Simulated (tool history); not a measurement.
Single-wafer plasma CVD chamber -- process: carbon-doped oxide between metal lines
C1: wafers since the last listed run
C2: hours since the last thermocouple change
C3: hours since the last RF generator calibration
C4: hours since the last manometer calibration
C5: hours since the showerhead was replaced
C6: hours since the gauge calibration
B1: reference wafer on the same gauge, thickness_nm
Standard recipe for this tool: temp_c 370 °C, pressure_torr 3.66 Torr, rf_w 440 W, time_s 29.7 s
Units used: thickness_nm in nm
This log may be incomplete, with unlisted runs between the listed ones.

{"run": 1, "hour": 0.0, "temp_c": 370, "pressure_torr": 3.66, "rf_w": 440, "time_s": 32.8, "C1": 0, "C2": 1415.2, "C3": 1161.3, "C4": 1767.4, "C5": 5061.6, "C6": 1120.2, "B1": 149.098, "thickness_nm": 138.928}
{"run": 2, "hour": 60.6, "temp_c": 370, "pressure_torr": 3.66, "rf_w": 440, "time_s": 32.8, "C1": 1897, "C2": 1475.8, "C3": 1221.9, "C4": 1828, "C5": 5122.2, "C6": 1180.8, "B1": 148.918, "thickness_nm": 138.691}
{"run": 3, "hour": 137.2, "temp_c": 370, "pressure_torr": 3.66, "rf_w": 440, "time_s": 32.8, "C1": 2398, "C2": 1552.4, "C3": 1298.5, "C4": 1904.6, "C5": 5198.8, "C6": 1257.4, "B1": 149.02, "thickness_nm": 138.469}
{"run": 4, "hour": 236.5, "temp_c": 376, "pressure_torr": 3.66, "rf_w": 440, "time_s": 29.7, "C1": 3109, "C2": 1651.7, "C3": 1397.8, "C4": 2003.9, "C5": 5298.1, "C6": 1356.7, "B1": 149.205, "thickness_nm": 124.707}
{"run": 5, "hour": 330.0, "temp_c": 370, "pressure_torr": 3.1, "rf_w": 485, "time_s": 29.7, "C1": 2927, "C2": 1745.2, "C3": 1491.3, "C4": 2097.4, "C5": 5391.6, "C6": 1450.2, "B1": 149.077, "thickness_nm": 129.196}
{"run": 6, "hour": 382.9, "temp_c": 370, "pressure_torr": 3.1, "rf_w": 485, "time_s": 29.7, "C1": 1656, "C2": 1798.1, "C3": 1544.2, "C4": 2150.3, "C5": 5444.5, "C6": 1503.1, "B1": 149.106, "thickness_nm": 130.385}
{"run": 7, "hour": 435.8, "temp_c": 370, "pressure_torr": 3.1, "rf_w": 485, "time_s": 29.7, "C1": 1656, "C2": 1851, "C3": 1597.1, "C4": 2203.2, "C5": 5497.4, "C6": 1556, "B1": 149.227, "thickness_nm": 128.563}
{"run": 8, "hour": 488.4, "temp_c": 370, "pressure_torr": 3.66, "rf_w": 440, "time_s": 29.7, "C1": 1647, "C2": 1903.6, "C3": 1649.7, "C4": 2255.8, "C5": 5550, "C6": 1608.6, "B1": 148.88, "thickness_nm": 125.28}
{"run": 9, "hour": 565.1, "temp_c": 370, "pressure_torr": 3.66, "rf_w": 440, "time_s": 29.7, "C1": 2401, "C2": 1980.3, "C3": 1726.4, "C4": 2332.5, "C5": 5626.7, "C6": 1685.3, "B1": 149.104, "thickness_nm": 125.123}
{"run": 10, "hour": 620.0, "temp_c": 370, "pressure_torr": 3.66, "rf_w": 440, "time_s": 29.7, "C1": 1719, "C2": 2035.2, "C3": 1781.3, "C4": 2387.4, "C5": 5681.6, "C6": 1740.2, "B1": 148.697, "thickness_nm": 125.578}
{"run": 11, "hour": 674.6, "temp_c": 370, "pressure_torr": 3.66, "rf_w": 440, "time_s": 29.7, "C1": 1709, "C2": 2089.8, "C3": 1835.9, "C4": 2442, "C5": 5736.2, "C6": 1794.8, "B1": 148.951, "thickness_nm": 125.634}
{"hour": 682.6, "done": "gauge calibrated"}
{"run": 12, "hour": 711.4, "temp_c": 370, "pressure_torr": 3.66, "rf_w": 440, "time_s": 29.7, "C1": 1152, "C2": 2126.6, "C3": 1872.7, "C4": 2478.8, "C5": 5773, "C6": 28.8, "B1": 148.992, "thickness_nm": 125.315}
{"run": 13, "hour": 757.9, "temp_c": 370, "pressure_torr": 3.66, "rf_w": 440, "time_s": 29.7, "C1": 1456, "C2": 2173.1, "C3": 1919.2, "C4": 2525.3, "C5": 5819.5, "C6": 75.3, "B1": 149.127, "thickness_nm": 124.955}
{"run": 14, "hour": 850.5, "temp_c": 370, "pressure_torr": 3.66, "rf_w": 440, "time_s": 29.7, "C1": 2899, "C2": 2265.7, "C3": 2011.8, "C4": 2617.9, "C5": 5912.1, "C6": 167.9, "B1": 149.043, "thickness_nm": 124.689}
{"run": 15, "hour": 886.9, "temp_c": 370, "pressure_torr": 3.91, "rf_w": 440, "time_s": 35.1, "C1": 1139, "C2": 2302.1, "C3": 2048.2, "C4": 2654.3, "C5": 5948.5, "C6": 204.3, "B1": 148.927, "thickness_nm": 148.234}
{"run": 16, "hour": 948.9, "temp_c": 370, "pressure_torr": 3.66, "rf_w": 440, "time_s": 24.6, "C1": 1941, "C2": 2364.1, "C3": 2110.2, "C4": 2716.3, "C5": 6010.5, "C6": 266.3, "B1": 148.923, "thickness_nm": 103.848}
{"hour": 967.3, "done": "thermocouple changed; heater temperature recalibrated"}
{"hour": 993.8, "done": "RF generator calibrated"}
{"run": 17, "hour": 1019.6, "temp_c": 370, "pressure_torr": 3.66, "rf_w": 440, "time_s": 29.7, "C1": 1712, "C2": 52.3, "C3": 25.8, "C4": 2787, "C5": 6081.2, "C6": 337, "B1": 149.005, "thickness_nm": 127.163}
{"hour": 1081.3, "done": "capacitance manometer re-zeroed and calibrated"}
{"run": 18, "hour": 1122.9, "temp_c": 370, "pressure_torr": 3.66, "rf_w": 440, "time_s": 29.7, "C1": 2984, "C2": 155.6, "C3": 129.1, "C4": 41.6, "C5": 6184.5, "C6": 440.3, "B1": 149.019, "thickness_nm": 126.671}
{"run": 19, "hour": 1174.1, "temp_c": 370, "pressure_torr": 3.66, "rf_w": 440, "time_s": 29.7, "C1": 1603, "C2": 206.8, "C3": 180.3, "C4": 92.8, "C5": 6235.7, "C6": 491.5, "B1": 149.026, "thickness_nm": 127.153}
{"run": 20, "hour": 1270.0, "temp_c": 365, "pressure_torr": 2.97, "rf_w": 380, "time_s": 33.8, "C1": 3002, "C2": 302.7, "C3": 276.2, "C4": 188.7, "C5": 6331.6, "C6": 587.4, "B1": 148.938, "thickness_nm": 131.99}
{"hour": 1300.4, "done": "showerhead replaced"}
{"run": 21, "hour": 1334.7, "temp_c": 374, "pressure_torr": 4.03, "rf_w": 410, "time_s": 32.1, "C1": 1775, "C2": 367.4, "C3": 340.9, "C4": 253.4, "C5": 34.3, "C6": 652.1, "B1": 149.107, "thickness_nm": 132.769}
{"run": 22, "hour": 1400.3, "temp_c": 376, "pressure_torr": 3.66, "rf_w": 440, "time_s": 29.7, "C1": 2054, "C2": 433, "C3": 406.5, "C4": 319, "C5": 99.9, "C6": 717.7, "B1": 148.911, "thickness_nm": 124.704}
{"run": 23, "hour": 1437.7, "temp_c": 363, "pressure_torr": 3.66, "rf_w": 440, "time_s": 29.7, "C1": 1171, "C2": 470.4, "C3": 443.9, "C4": 356.4, "C5": 137.3, "C6": 755.1, "B1": 149.064, "thickness_nm": 129.448}
{"run": 24, "hour": 1514.5, "temp_c": 370, "pressure_torr": 3.27, "rf_w": 375, "time_s": 25.9, "C1": 2404, "C2": 547.2, "C3": 520.7, "C4": 433.2, "C5": 214.1, "C6": 831.9, "B1": 148.923, "thickness_nm": 100.156}
{"run": 25, "hour": 1560.1, "temp_c": 370, "pressure_torr": 3.1, "rf_w": 485, "time_s": 29.7, "C1": 1427, "C2": 592.8, "C3": 566.3, "C4": 478.8, "C5": 259.7, "C6": 877.5, "B1": 149.017, "thickness_nm": 130.11}
{"run": 26, "hour": 1664.8, "temp_c": 374, "pressure_torr": 2.91, "rf_w": 510, "time_s": 29.7, "C1": 3278, "C2": 697.5, "C3": 671, "C4": 583.5, "C5": 364.4, "C6": 982.2, "B1": 149.117, "thickness_nm": 131.59}
{"run": 27, "hour": 1702.2, "temp_c": 370, "pressure_torr": 3.35, "rf_w": 475, "time_s": 27, "C1": 1171, "C2": 734.9, "C3": 708.4, "C4": 620.9, "C5": 401.8, "C6": 1019.6, "B1": 149.22, "thickness_nm": 119.365}
{"run": 28, "hour": 1799.0, "temp_c": 357, "pressure_torr": 2.94, "rf_w": 440, "time_s": 29.7, "C1": 3031, "C2": 831.7, "C3": 805.2, "C4": 717.7, "C5": 498.6, "C6": 1116.4, "B1": 149.111, "thickness_nm": 128.29}
{"run": 29, "hour": 1850.4, "temp_c": 370, "pressure_torr": 3.66, "rf_w": 440, "time_s": 29.7, "C1": 1609, "C2": 883.1, "C3": 856.6, "C4": 769.1, "C5": 550, "C6": 1167.8, "B1": 149.052, "thickness_nm": 125.903}

Branching from run 29: 3 alternative next runs. What would each branch give?
{"run": "A", "hour": 1850.8, "temp_c": 370, "pressure_torr": 3.66, "rf_w": 440, "time_s": 29.7, "C1": 12, "C2": 883.5, "C3": 857, "C4": 769.5, "C5": 550.4, "C6": 1168.2, "B1": "?", "thickness_nm": "?"}
{"run": "B", "hour": 1850.8, "temp_c": 370, "pressure_torr": 2.8, "rf_w": 440, "time_s": 29.7, "C1": 12, "C2": 883.5, "C3": 857, "C4": 769.5, "C5": 550.4, "C6": 1168.2, "B1": "?", "thickness_nm": "?"}
{"run": "C", "hour": 1850.8, "temp_c": 365, "pressure_torr": 4.35, "rf_w": 380, "time_s": 33.3, "C1": 12, "C2": 883.5, "C3": 857, "C4": 769.5, "C5": 550.4, "C6": 1168.2, "B1": "?", "thickness_nm": "?"}

run=A B1=148.94 thickness_nm=126.171
run=B B1=148.94 thickness_nm=122.466
run=C B1=148.94 thickness_nm=136.025
Take away the tool's hidden state, keep each run's random variation, and the runs would have read:
run=A thickness_nm=127.026
run=B thickness_nm=123.296
run=C thickness_nm=136.946
